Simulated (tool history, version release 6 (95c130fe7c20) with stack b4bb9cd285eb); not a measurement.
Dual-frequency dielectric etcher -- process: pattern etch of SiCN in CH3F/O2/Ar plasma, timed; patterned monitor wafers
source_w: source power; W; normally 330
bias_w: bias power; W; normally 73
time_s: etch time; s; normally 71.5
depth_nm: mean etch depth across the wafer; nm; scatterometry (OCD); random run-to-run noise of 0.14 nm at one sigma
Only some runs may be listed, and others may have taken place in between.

| run | hour | source_w | bias_w | time_s | wafers since the last listed run | hours since the last wet clean | hours since the last source power generator calibration | hours since the last bias power generator calibration | hours since the last upper electrode change | hours since the gauge calibration | read-back reference wafer on the same gauge, depth_nm | depth_nm |
|---|---|---|---|---|---|---|---|---|---|---|---|---|
| 1 | 0.0 | 330 | 73 | 71.5 | 0 | 186.6 | 1877.4 | 3845.5 | 46.8 | 80.1 | 26.10 | 22.86 |
| 2 | 20.0 | 330 | 73 | 71.5 | 186 | 206.6 | 1897.4 | 3865.5 | 66.8 | 100.1 | 26.14 | 22.86 |
| 3 | 48.5 | 330 | 73 | 71.5 | 266 | 235.1 | 1925.9 | 3894.0 | 95.3 | 128.6 | 26.11 | 23.08 |
| 4 | 71.3 | 330 | 78 | 64.0 | 212 | 257.9 | 1948.7 | 3916.8 | 118.1 | 151.4 | 26.11 | 20.88 |
| 5 | 102.2 | 330 | 78 | 64.0 | 288 | 288.8 | 1979.6 | 3947.7 | 149.0 | 182.3 | 26.09 | 20.85 |
|  | 137.0 | wet clean of the chamber |
| 6 | 137.5 | 330 | 78 | 64.0 | 105 | 0.5 | 2014.9 | 3983.0 | 184.3 | 217.6 | 26.13 | 21.80 |
| 7 | 159.9 | 330 | 73 | 71.5 | 209 | 22.9 | 2037.3 | 4005.4 | 206.7 | 240.0 | 26.12 | 23.50 |
|  | 181.9 | source power generator calibrated |
| 8 | 184.4 | 400 | 73 | 58.5 | 191 | 47.4 | 2.5 | 4029.9 | 231.2 | 264.5 | 26.12 | 20.47 |
| 9 | 200.5 | 330 | 73 | 71.5 | 150 | 63.5 | 18.6 | 4046.0 | 247.3 | 280.6 | 26.10 | 23.48 |
| 10 | 216.7 | 330 | 83 | 82.0 | 151 | 79.7 | 34.8 | 4062.2 | 263.5 | 296.8 | 26.11 | 28.56 |
| 11 | 239.6 | 330 | 73 | 71.5 | 213 | 102.6 | 57.7 | 4085.1 | 286.4 | 319.7 | 26.09 | 23.39 |
| 12 | 269.6 | 370 | 67 | 57.0 | 280 | 132.6 | 87.7 | 4115.1 | 316.4 | 349.7 | 26.11 | 18.64 |
| 13 | 289.1 | 330 | 73 | 71.5 | 182 | 152.1 | 107.2 | 4134.6 | 335.9 | 369.2 | 26.09 | 23.15 |
|  | 298.0 | bias power generator calibrated |
| 14 | 375.8 | 300 | 83 | 71.5 | 772 | 238.8 | 193.9 | 77.8 | 422.6 | 455.9 | 26.08 | 23.61 |
| 15 | 401.8 | 330 | 73 | 71.5 | 242 | 264.8 | 219.9 | 103.8 | 448.6 | 481.9 | 26.12 | 22.87 |
| 16 | 436.8 | 400 | 80 | 78.5 | 326 | 299.8 | 254.9 | 138.8 | 483.6 | 516.9 | 26.12 | 27.88 |
|  | 467.0 | wet clean of the chamber |
| 17 | 479.7 | 330 | 73 | 71.5 | 176 | 12.7 | 297.8 | 181.7 | 526.5 | 559.8 | 26.12 | 23.75 |
| 18 | 493.5 | 400 | 62 | 71.5 | 128 | 26.5 | 311.6 | 195.5 | 540.3 | 573.6 | 26.11 | 23.58 |
| 19 | 506.3 | 270 | 73 | 71.5 | 119 | 39.3 | 324.4 | 208.3 | 553.1 | 586.4 | 26.07 | 21.97 |
| 20 | 534.1 | 330 | 73 | 78.5 | 259 | 67.1 | 352.2 | 236.1 | 580.9 | 614.2 | 26.11 | 25.73 |
| 21 | 551.8 | 270 | 67 | 85.0 | 165 | 84.8 | 369.9 | 253.8 | 598.6 | 631.9 | 26.09 | 24.92 |
| 22 | 567.9 | 410 | 78 | 71.5 | 150 | 100.9 | 386.0 | 269.9 | 614.7 | 648.0 | 26.08 | 25.91 |
| 23 | 632.0 | 330 | 73 | 71.5 | 598 | 165.0 | 450.1 | 334.0 | 678.8 | 712.1 | 26.10 | 23.09 |
| 24 | 664.9 | 330 | 81 | 82.5 | 307 | 197.9 | 483.0 | 366.9 | 711.7 | 745.0 | 26.11 | 27.92 |
| 25 | 682.0 | 310 | 73 | 71.5 | 159 | 215.0 | 500.1 | 384.0 | 728.8 | 762.1 | 26.09 | 22.58 |
| 26 | 715.0 | 390 | 78 | 71.5 | 308 | 248.0 | 533.1 | 417.0 | 761.8 | 795.1 | 26.08 | 25.28 |
| 27 | 732.6 | 260 | 78 | 91.0 | 164 | 265.6 | 550.7 | 434.6 | 779.4 | 812.7 | 26.08 | 27.80 |
| 28 | 746.9 | 330 | 73 | 71.5 | 133 | 279.9 | 565.0 | 448.9 | 793.7 | 827.0 | 26.09 | 22.82 |
| 29 | 773.5 | 330 | 85 | 71.5 | 248 | 306.5 | 591.6 | 475.5 | 820.3 | 853.6 | 26.14 | 24.63 |

Branching from run 29: 5 alternative next runs. What would each branch give?
| A | 773.9 | 330 | 73 | 71.5 | 3 | 306.9 | 592.0 | 475.9 | 820.7 | 854.0 | ? | ? |
| B | 773.9 | 260 | 56 | 83.0 | 3 | 306.9 | 592.0 | 475.9 | 820.7 | 854.0 | ? | ? |
| C | 773.9 | 400 | 87 | 84.0 | 3 | 306.9 | 592.0 | 475.9 | 820.7 | 854.0 | ? | ? |
| D | 773.9 | 330 | 73 | 83.0 | 3 | 306.9 | 592.0 | 475.9 | 820.7 | 854.0 | ? | ? |
| E | 773.9 | 390 | 73 | 71.5 | 3 | 306.9 | 592.0 | 475.9 | 820.7 | 854.0 | ? | ? |

| run | read-back reference wafer on the same gauge, depth_nm | depth_nm |
|---|---|---|
| A | 26.11 | 22.58 |
| B | 26.11 | 21.24 |
| C | 26.11 | 30.79 |
| D | 26.11 | 26.21 |
| E | 26.11 | 23.94 |
Stripped of hidden state, with their random variation kept, the same runs would have yielded:
| run | depth_nm |
|---|---|
| A | 23.16 |
| B | 21.78 |
| C | 31.58 |
| D | 26.88 |
| E | 24.56 |
